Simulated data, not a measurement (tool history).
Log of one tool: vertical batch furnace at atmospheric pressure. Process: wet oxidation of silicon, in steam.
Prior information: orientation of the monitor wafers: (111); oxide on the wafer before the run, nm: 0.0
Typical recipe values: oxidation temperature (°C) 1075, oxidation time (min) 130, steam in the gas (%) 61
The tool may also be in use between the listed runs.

run    hour  oxidation temperature (°C)  oxidation time (min)  steam in the gas (%)  read-back reference wafer on the same gauge, thickness  oxide thickness on the monitor wafer (angstrom)
  1       0                        1060                   130                    61                                                  694.54                                           7645.8
  2    24.3                        1075                   163                    61                                                  693.79                                           9104.7
  3    75.5                        1075                   163                    61                                                   694.2                                           9109.1
  4     139                        1075                   130                    61                                                  694.06                                           8079.1
  5   174.7                        1075                   130                    61                                                  694.22                                           8062.6
  6   229.4                        1075                   130                    61                                                  693.88                                           8059.9
  7   276.6                        1057                  95.5                    61                                                  694.61                                           6380.3
  8   305.1                        1075                   130                    67                                                  693.58                                           8389.1
  9   349.6                        1075                   130                    67                                                  693.72                                           8456.3
 10   420.4                        1075                   130                    67                                                  694.49                                           8502.4
 11   490.7                        1075                  99.5                    61                                                  693.99                                             6995
 12   517.8                        1075                  99.5                    61                                                  694.14                                           6967.6
 13   567.4                        1075                   130                    61                                                  693.98                                           8094.6
 14   738.6                        1075                   130                    61                                                  694.84                                           8035.8
 15   766.4                        1075                   130                    61                                                  693.67                                           8076.5
 16   830.8                        1075                   130                    61                                                  694.12                                           8036.8
 17   878.7                        1075                   130                    61                                                  693.81                                           8038.5
 18   929.8                        1075                   130                    61                                                  693.62                                           8071.2
 19   994.7                        1075                   130                    61                                                  693.78                                           8047.7
     1093.6  -- thermocouples replaced and temperature profile calibrated
 20  1164.5                        1095                    88                    66                                                  693.56                                           7280.9
 21  1194.4                        1097                   130                    61                                                  693.91                                           8680.1
     1247.6  -- steam generator serviced
 22  1359.4                        1075                    69                    61                                                  693.94                                           5655.4
 23  1399.2                        1092                 172.5                    68                                                   694.5                                          10520.9
 24  1435.3                        1075                   130                    61                                                  693.59                                           8111.5
 25  1491.6                        1075                   130                    61                                                  693.44                                           8016.8
 26  1562.9                        1075                    90                    65                                                  693.67                                           6843.6
 27  1602.9                        1052                 181.5                    61                                                  694.62                                           8893.2
 28  1631.9                        1075                   176                    61                                                  693.61                                           9483.2
 29  1686.7                        1075                   176                    61                                                  694.32                                           9498.1
     1720.7  -- gauge calibrated
 30  1726.4                        1095                   130                    61                                                  694.11                                           8650.2
 31  1789.8                        1055                   184                    61                                                  693.37                                           9063.9
 32  1841.3                        1075                 169.5                    69                                                  695.08                                           9919.6
 33    1899                        1075                    99                    61                                                  693.98                                           6953.5
 34  1952.5                        1075                 189.5                    61                                                  694.32                                           9875.5
 35    2023                        1057                  95.5                    61                                                  694.58                                           6331.1
 36  2092.7                        1061                    79                    56                                                  694.25                                             5552
 37    2127                        1075                   130                    70                                                     695                                           8710.4
 38  2188.2                        1082                 185.5                    61                                                  693.79                                           9937.1

Forecast each of these 4 alternatives for the next run:
  A  2194.6                        1075                   130                    61                                                       ?                                                ?
  B  2194.6                        1099                  66.5                    61                                                       ?                                                ?
  C  2194.6                        1075                   103                    61                                                       ?                                                ?
  D  2194.6                        1075                 185.5                    64                                                       ?                                                ?

run  read-back reference wafer on the same gauge, thickness  oxide thickness on the monitor wafer (angstrom)
  A                                                  694.13                                             8037
  B                                                  694.13                                           6068.8
  C                                                  694.13                                           7084.1
  D                                                  694.13                                           9977.5
Take away the tool's hidden state, keep each run's random variation, and the runs would have read:
run  oxide thickness on the monitor wafer (angstrom)
  A                                             8037
  B                                           6068.8
  C                                           7084.1
  D                                           9977.5
